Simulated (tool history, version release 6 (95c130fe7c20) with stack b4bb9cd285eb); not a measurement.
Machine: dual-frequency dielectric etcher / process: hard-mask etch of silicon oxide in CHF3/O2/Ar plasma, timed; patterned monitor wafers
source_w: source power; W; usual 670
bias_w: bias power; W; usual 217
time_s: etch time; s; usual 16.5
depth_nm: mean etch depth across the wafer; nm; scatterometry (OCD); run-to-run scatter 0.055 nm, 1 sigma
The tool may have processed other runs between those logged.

run	hour	source_w	bias_w	time_s	wafers since the last listed run	hours since the last wet clean	hours since the last source power generator calibration	hours since the last bias power generator calibration	hours since the last upper electrode change	hours since the gauge calibration	read-back reference wafer on the same gauge, depth_nm	depth_nm
1	0.0	670	217	16.5	0	493.8	2020.7	2515.5	13.6	568.9	36.29	36.57
2	7.3	670	217	16.5	129	501.1	2028.0	2522.8	20.9	576.2	36.31	36.47
3	19.8	670	217	16.5	222	513.6	2040.5	2535.3	33.4	588.7	36.30	36.62
4	33.7	670	217	16.5	247	527.5	2054.4	2549.2	47.3	602.6	36.31	36.66
# hour 47.1: gauge calibrated
# hour 60.6: wet clean of the chamber
5	61.1	670	217	16.5	60	0.5	2081.8	2576.6	74.7	14.0	36.30	36.39
6	61.5	670	217	16.5	7	0.9	2082.2	2577.0	75.1	14.4	36.30	36.45
7	74.1	610	187	18.5	224	13.5	2094.8	2589.6	87.7	27.0	36.30	36.76
8	91.7	740	232	13.0	313	31.1	2112.4	2607.2	105.3	44.6	36.29	30.62
# hour 98.3: source power generator calibrated
9	106.3	670	217	13.0	188	45.7	8.0	2621.8	119.9	59.2	36.31	28.65
10	122.1	670	266	16.5	281	61.5	23.8	2637.6	135.7	75.0	36.31	40.05
11	136.9	800	194	15.0	263	76.3	38.6	2652.4	150.5	89.8	36.30	33.50
12	144.8	750	264	16.5	140	84.2	46.5	2660.3	158.4	97.7	36.31	41.53
13	155.5	600	202	14.0	190	94.9	57.2	2671.0	169.1	108.4	36.30	28.79
14	169.4	580	217	21.5	247	108.8	71.1	2684.9	183.0	122.3	36.30	45.05
15	183.4	670	191	21.5	249	122.8	85.1	2698.9	197.0	136.3	36.31	44.76
16	192.4	540	217	16.5	160	131.8	94.1	2707.9	206.0	145.3	36.30	33.75
17	206.7	720	260	16.5	254	146.1	108.4	2722.2	220.3	159.6	36.30	40.66
18	214.8	810	271	20.5	144	154.2	116.5	2730.3	228.4	167.7	36.30	53.76
19	227.9	620	236	16.5	233	167.3	129.6	2743.4	241.5	180.8	36.30	36.86
# hour 235.1: bias power generator calibrated
20	242.4	670	268	18.5	186	181.8	144.1	7.3	256.0	195.3	36.29	45.15
21	254.2	670	217	16.5	209	193.6	155.9	19.1	267.8	207.1	36.29	36.45
22	263.6	730	266	16.5	167	203.0	165.3	28.5	277.2	216.5	36.30	41.29
23	274.5	790	217	16.5	193	213.9	176.2	39.4	288.1	227.4	36.30	38.72
24	288.2	670	246	16.5	243	227.6	189.9	53.1	301.8	241.1	36.30	38.76
25	304.0	670	217	16.5	281	243.4	205.7	68.9	317.6	256.9	36.28	36.57
26	315.1	720	260	16.5	197	254.5	216.8	80.0	328.7	268.0	36.30	40.64
27	328.5	670	217	19.0	238	267.9	230.2	93.4	342.1	281.4	36.31	41.94
28	339.3	670	217	16.5	192	278.7	241.0	104.2	352.9	292.2	36.31	36.49
29	350.3	670	263	12.5	195	289.7	252.0	115.2	363.9	303.2	36.29	30.23

Branching from run 29: 5 alternative next runs. What would each branch give?
A	350.7	670	217	16.5	7	290.1	252.4	115.6	364.3	303.6	?	?
B	350.7	830	217	16.5	7	290.1	252.4	115.6	364.3	303.6	?	?
C	350.7	780	191	18.5	7	290.1	252.4	115.6	364.3	303.6	?	?
D	350.7	670	239	16.5	7	290.1	252.4	115.6	364.3	303.6	?	?
E	350.7	670	165	14.5	7	290.1	252.4	115.6	364.3	303.6	?	?

run	read-back reference wafer on the same gauge, depth_nm	depth_nm
A	36.30	36.49
B	36.30	39.42
C	36.30	40.69
D	36.30	38.19
E	36.30	28.10
With no hidden state in the tool, these same runs would have given:
run	depth_nm
A	36.39
B	39.31
C	40.57
D	38.08
E	28.02

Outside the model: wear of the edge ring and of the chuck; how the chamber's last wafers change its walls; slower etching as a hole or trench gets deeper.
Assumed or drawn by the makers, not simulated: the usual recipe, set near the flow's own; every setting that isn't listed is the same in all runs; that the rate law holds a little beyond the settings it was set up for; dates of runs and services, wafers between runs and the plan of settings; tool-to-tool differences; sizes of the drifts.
